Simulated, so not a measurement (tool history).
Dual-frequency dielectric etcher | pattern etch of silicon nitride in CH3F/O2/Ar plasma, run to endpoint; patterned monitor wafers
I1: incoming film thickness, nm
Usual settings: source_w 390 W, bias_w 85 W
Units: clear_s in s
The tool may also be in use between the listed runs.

run 1 day=0 | source_w=390 bias_w=73 | I1=36.81 | clear_s=47.5
run 2 day=0.592 | source_w=390 bias_w=73 | I1=36.36 | clear_s=47
run 3 day=1.875 | source_w=390 bias_w=72 | I1=36.53 | clear_s=47.1
run 4 day=3.229 | source_w=390 bias_w=72 | I1=37 | clear_s=48.2
run 5 day=4.054 | source_w=390 bias_w=85 | I1=36.52 | clear_s=45.1
run 6 day=5.079 | source_w=390 bias_w=85 | I1=36.54 | clear_s=45.3
run 7 day=5.7 | source_w=390 bias_w=85 | I1=36.89 | clear_s=45.1
run 8 day=6.538 | source_w=390 bias_w=85 | I1=36.4 | clear_s=44.2
run 9 day=7.442 | source_w=390 bias_w=93 | I1=36.73 | clear_s=42.8
-- day=8.346 source power generator calibrated
-- day=9.488 upper electrode replaced
run 10 day=9.508 | source_w=390 bias_w=93 | I1=36.91 | clear_s=44.4
run 11 day=9.821 | source_w=390 bias_w=93 | I1=36.65 | clear_s=43.6
run 12 day=11.246 | source_w=390 bias_w=65 | I1=36.58 | clear_s=47.9
run 13 day=12.542 | source_w=430 bias_w=96 | I1=36.84 | clear_s=41.5
-- day=13.9 wet clean of the chamber
run 14 day=13.921 | source_w=310 bias_w=96 | I1=36.42 | clear_s=47.8
-- day=14.204 bias power generator calibrated
run 15 day=14.783 | source_w=310 bias_w=92 | I1=36.5 | clear_s=47.8
run 16 day=15.612 | source_w=300 bias_w=106 | I1=36.65 | clear_s=46

Forecast run 17:
run 17 day=16.171 | source_w=390 bias_w=85 | I1=36.49 | clear_s=?

{"run 17": {"clear_s": 46.1}}
Without the tool's hidden state the same run would have given clear_s 46.3 s.
